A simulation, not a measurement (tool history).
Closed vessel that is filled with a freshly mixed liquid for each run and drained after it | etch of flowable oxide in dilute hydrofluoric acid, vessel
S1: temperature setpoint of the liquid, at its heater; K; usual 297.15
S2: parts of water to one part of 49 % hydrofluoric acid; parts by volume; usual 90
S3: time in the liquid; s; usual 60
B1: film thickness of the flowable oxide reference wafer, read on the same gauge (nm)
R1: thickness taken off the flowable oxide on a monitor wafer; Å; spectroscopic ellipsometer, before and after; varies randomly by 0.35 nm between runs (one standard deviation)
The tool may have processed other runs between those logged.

run 1 hour=0 | S1=297.15 S2=90 S3=60 | B1=89.98 | R1=380.3
run 2 hour=102.8 | S1=297.15 S2=90 S3=60 | B1=89.99 | R1=375.2
run 3 hour=144.9 | S1=297.15 S2=90 S3=60 | B1=90 | R1=375.1
run 4 hour=238 | S1=297.15 S2=90 S3=60 | B1=90 | R1=371.9
run 5 hour=328.2 | S1=297.15 S2=90 S3=60 | B1=90.01 | R1=376.6
run 6 hour=431.9 | S1=297.15 S2=90 S3=60 | B1=89.98 | R1=367.2
run 7 hour=479.2 | S1=297.15 S2=90 S3=60 | B1=90.01 | R1=383.2
run 8 hour=550.9 | S1=299.65 S2=75 S3=60 | B1=89.99 | R1=503.4
run 9 hour=605.7 | S1=299.65 S2=75 S3=60 | B1=90.02 | R1=502.9
run 10 hour=663.9 | S1=297.15 S2=90 S3=60 | B1=89.99 | R1=368.5
run 11 hour=729 | S1=293.15 S2=110 S3=60 | B1=90.01 | R1=258.1
-- hour=751.9 gauge calibrated
run 12 hour=777.9 | S1=301.15 S2=90 S3=75 | B1=90.01 | R1=554
run 13 hour=852.9 | S1=297.15 S2=120 S3=30 | B1=90.01 | R1=135.4
run 14 hour=893.3 | S1=297.15 S2=90 S3=60 | B1=89.98 | R1=372.1
-- hour=898.5 thermometer replaced
run 15 hour=946.6 | S1=301.15 S2=105 S3=90 | B1=89.99 | R1=556
-- hour=1003.8 hydrofluoric acid flow meter replaced
run 16 hour=1011.4 | S1=297.15 S2=50 S3=60 | B1=89.98 | R1=706.9
run 17 hour=1118.6 | S1=297.15 S2=90 S3=60 | B1=89.99 | R1=377.7
run 18 hour=1221.9 | S1=297.15 S2=90 S3=60 | B1=90 | R1=374
run 19 hour=1267 | S1=295.15 S2=55 S3=35 | B1=90 | R1=352.2
run 20 hour=1361.6 | S1=293.65 S2=105 S3=60 | B1=90 | R1=276

List, for all runs, the conditions of the tool that the log does not record:
liquid hotter than its thermometer reads (K): 0 in every run
hydrofluoric acid flow below the setpoint (%): 0 in every run
gauge reads high (%): 0 in every run
